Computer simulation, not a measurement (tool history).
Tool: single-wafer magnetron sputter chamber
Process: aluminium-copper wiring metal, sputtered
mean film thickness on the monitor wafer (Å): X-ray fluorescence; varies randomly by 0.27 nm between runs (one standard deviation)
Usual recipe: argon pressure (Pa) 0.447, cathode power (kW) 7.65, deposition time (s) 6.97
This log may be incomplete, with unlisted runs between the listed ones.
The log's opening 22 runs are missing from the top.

run   hour  argon pressure (Pa)  cathode power (kW)  deposition time (s)  read-back reference wafer on the same gauge, thickness_nm  mean film thickness on the monitor wafer (Å)
       542  -- capacitance manometer re-zeroed and calibrated
     543.3  -- magnet pack replaced
 23  567.5                0.384                7.65                 7.36                                                     76.116                                        956.72
 24  582.1                0.447                 8.5                 6.97                                                     76.077                                        985.85
     634.7  -- sputter target and shields replaced
 25  666.3                0.285                8.85                 7.76                                                     76.168                                       1233.38
     690.1  -- gauge calibrated
 26  692.2                0.579                7.65                 6.97                                                     74.911                                        814.11
 27  718.7                0.447                9.35                 6.97                                                     75.175                                        1062.8
 28  748.8                0.387                 7.1                 6.97                                                      75.29                                        832.84
 29  768.9                0.367                 9.4                 6.97                                                     75.554                                       1114.39
 30  798.5                0.447                7.65                 6.97                                                     75.748                                        874.61
 31  832.5                0.447                7.65                 6.97                                                     75.938                                        876.57
 32  861.5                 0.57                 9.1                 5.94                                                     75.855                                        835.37
     877.3  -- sputter target and shields replaced
 33  877.8                0.273                   6                 6.18                                                     76.109                                        667.69
 34  907.3                0.447                7.65                 6.09                                                     76.153                                        772.91

What if the next run were any one of these 5? Each begins from the tool's condition after run 34:
  A  907.7                0.447                7.65                 7.58                                                          ?                                             ?
  B  907.7                0.447                7.65                 7.42                                                          ?                                             ?
  C  907.7                  0.3                7.65                 6.97                                                          ?                                             ?
  D  907.7                0.599                 6.3                 6.31                                                          ?                                             ?
  E  907.7                0.373                 6.9                 7.89                                                          ?                                             ?

run  read-back reference wafer on the same gauge, thickness_nm  mean film thickness on the monitor wafer (Å)
  A                                                     76.111                                         960.5
  B                                                     76.111                                        940.22
  C                                                     76.111                                        950.64
  D                                                     76.111                                        611.55
  E                                                     76.111                                        935.55
Stripped of hidden state, with their random variation kept, the same runs would have yielded:
run  mean film thickness on the monitor wafer (Å)
  A                                        944.98
  B                                        925.04
  C                                        935.29
  D                                        601.68
  E                                        920.44

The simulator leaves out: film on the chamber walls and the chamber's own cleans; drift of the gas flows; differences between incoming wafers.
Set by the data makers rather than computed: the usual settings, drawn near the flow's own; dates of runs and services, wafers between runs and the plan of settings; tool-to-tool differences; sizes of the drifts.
